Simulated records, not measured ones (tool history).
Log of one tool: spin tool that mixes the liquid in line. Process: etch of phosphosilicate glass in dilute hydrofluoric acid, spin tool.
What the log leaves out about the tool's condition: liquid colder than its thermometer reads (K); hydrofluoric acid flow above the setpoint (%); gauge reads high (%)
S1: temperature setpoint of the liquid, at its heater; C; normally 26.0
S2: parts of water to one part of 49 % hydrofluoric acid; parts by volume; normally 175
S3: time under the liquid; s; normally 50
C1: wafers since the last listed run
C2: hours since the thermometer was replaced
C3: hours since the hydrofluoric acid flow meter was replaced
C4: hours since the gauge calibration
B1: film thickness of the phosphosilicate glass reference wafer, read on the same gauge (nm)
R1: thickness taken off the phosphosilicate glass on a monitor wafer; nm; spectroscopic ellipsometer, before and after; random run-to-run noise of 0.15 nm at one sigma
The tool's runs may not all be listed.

{"run": 1, "hour": 0.0, "S1": 25.0, "S2": 175, "S3": 50, "C1": 0, "C2": 531.4, "C3": 494.2, "C4": 484.9, "B1": 140.0, "R1": 38.83}
{"run": 2, "hour": 40.9, "S1": 25.0, "S2": 175, "S3": 50, "C1": 401, "C2": 572.3, "C3": 535.1, "C4": 525.8, "B1": 139.95, "R1": 39.18}
{"hour": 58.7, "done": "gauge calibrated"}
{"hour": 80.2, "done": "hydrofluoric acid flow meter replaced"}
{"run": 3, "hour": 93.2, "S1": 25.0, "S2": 175, "S3": 50, "C1": 503, "C2": 624.6, "C3": 13.0, "C4": 34.5, "B1": 139.99, "R1": 37.55}
{"run": 4, "hour": 142.3, "S1": 26.0, "S2": 150, "S3": 50, "C1": 482, "C2": 673.7, "C3": 62.1, "C4": 83.6, "B1": 140.02, "R1": 46.66}
{"run": 5, "hour": 211.0, "S1": 27.5, "S2": 135, "S3": 50, "C1": 674, "C2": 742.4, "C3": 130.8, "C4": 152.3, "B1": 140.02, "R1": 56.33}
{"run": 6, "hour": 240.0, "S1": 27.5, "S2": 135, "S3": 50, "C1": 284, "C2": 771.4, "C3": 159.8, "C4": 181.3, "B1": 140.0, "R1": 56.78}
{"run": 7, "hour": 273.8, "S1": 26.0, "S2": 175, "S3": 50, "C1": 332, "C2": 805.2, "C3": 193.6, "C4": 215.1, "B1": 140.01, "R1": 39.44}
{"run": 8, "hour": 313.0, "S1": 26.0, "S2": 175, "S3": 50, "C1": 385, "C2": 844.4, "C3": 232.8, "C4": 254.3, "B1": 139.95, "R1": 39.64}
{"run": 9, "hour": 355.3, "S1": 26.0, "S2": 175, "S3": 50, "C1": 415, "C2": 886.7, "C3": 275.1, "C4": 296.6, "B1": 140.03, "R1": 39.66}
{"hour": 387.7, "done": "thermometer replaced"}
{"run": 10, "hour": 406.8, "S1": 26.0, "S2": 175, "S3": 50, "C1": 496, "C2": 19.1, "C3": 326.6, "C4": 348.1, "B1": 139.98, "R1": 39.89}
{"run": 11, "hour": 442.2, "S1": 26.0, "S2": 105, "S3": 50, "C1": 347, "C2": 54.5, "C3": 362.0, "C4": 383.5, "B1": 140.01, "R1": 72.22}
{"run": 12, "hour": 505.5, "S1": 22.0, "S2": 175, "S3": 50, "C1": 621, "C2": 117.8, "C3": 425.3, "C4": 446.8, "B1": 140.04, "R1": 34.58}
{"hour": 611.3, "done": "hydrofluoric acid flow meter replaced"}
{"run": 13, "hour": 620.5, "S1": 25.0, "S2": 175, "S3": 50, "C1": 1119, "C2": 232.8, "C3": 9.2, "C4": 561.8, "B1": 139.99, "R1": 39.82}
{"run": 14, "hour": 667.4, "S1": 21.0, "S2": 210, "S3": 50, "C1": 460, "C2": 279.7, "C3": 56.1, "C4": 608.7, "B1": 140.0, "R1": 27.79}
{"run": 15, "hour": 710.9, "S1": 24.0, "S2": 210, "S3": 35, "C1": 427, "C2": 323.2, "C3": 99.6, "C4": 652.2, "B1": 140.05, "R1": 21.81}
{"hour": 725.2, "done": "gauge calibrated"}
{"run": 16, "hour": 762.7, "S1": 30.0, "S2": 205, "S3": 50, "C1": 508, "C2": 375.0, "C3": 151.4, "C4": 37.5, "B1": 140.04, "R1": 40.2}
{"run": 17, "hour": 816.8, "S1": 26.0, "S2": 175, "S3": 50, "C1": 531, "C2": 429.1, "C3": 205.5, "C4": 91.6, "B1": 139.98, "R1": 42.09}
{"run": 18, "hour": 863.0, "S1": 27.5, "S2": 135, "S3": 50, "C1": 453, "C2": 475.3, "C3": 251.7, "C4": 137.8, "B1": 139.99, "R1": 60.34}
{"hour": 880.3, "done": "hydrofluoric acid flow meter replaced, repeated, since the last time left the tool worse"}
{"run": 19, "hour": 905.4, "S1": 26.0, "S2": 95, "S3": 75, "C1": 406, "C2": 517.7, "C3": 25.1, "C4": 180.2, "B1": 140.0, "R1": 118.05}
{"run": 20, "hour": 964.1, "S1": 26.0, "S2": 175, "S3": 65, "C1": 576, "C2": 576.4, "C3": 83.8, "C4": 238.9, "B1": 139.98, "R1": 50.58}
{"run": 21, "hour": 1010.1, "S1": 22.5, "S2": 130, "S3": 25, "C1": 451, "C2": 622.4, "C3": 129.8, "C4": 284.9, "B1": 140.04, "R1": 24.31}
{"run": 22, "hour": 1054.2, "S1": 26.0, "S2": 175, "S3": 50, "C1": 433, "C2": 666.5, "C3": 173.9, "C4": 329.0, "B1": 140.03, "R1": 39.14}
{"run": 23, "hour": 1082.3, "S1": 27.5, "S2": 175, "S3": 30, "C1": 276, "C2": 694.6, "C3": 202.0, "C4": 357.1, "B1": 140.01, "R1": 24.97}

Here are 3 independent what-if runs from the current tool condition. What would each one return?
{"run": "A", "hour": 1082.7, "S1": 26.0, "S2": 175, "S3": 50, "C1": 3, "C2": 695.0, "C3": 202.4, "C4": 357.5, "B1": "?", "R1": "?"}
{"run": "B", "hour": 1082.7, "S1": 26.0, "S2": 200, "S3": 70, "C1": 3, "C2": 695.0, "C3": 202.4, "C4": 357.5, "B1": "?", "R1": "?"}
{"run": "C", "hour": 1082.7, "S1": 28.0, "S2": 125, "S3": 50, "C1": 3, "C2": 695.0, "C3": 202.4, "C4": 357.5, "B1": "?", "R1": "?"}

run=A B1=139.98 R1=39.51
run=B B1=139.98 R1=47.05
run=C B1=139.98 R1=63.30
With no hidden state in the tool, these same runs would have given:
run=A R1=38.77
run=B R1=46.16
run=C R1=62.15
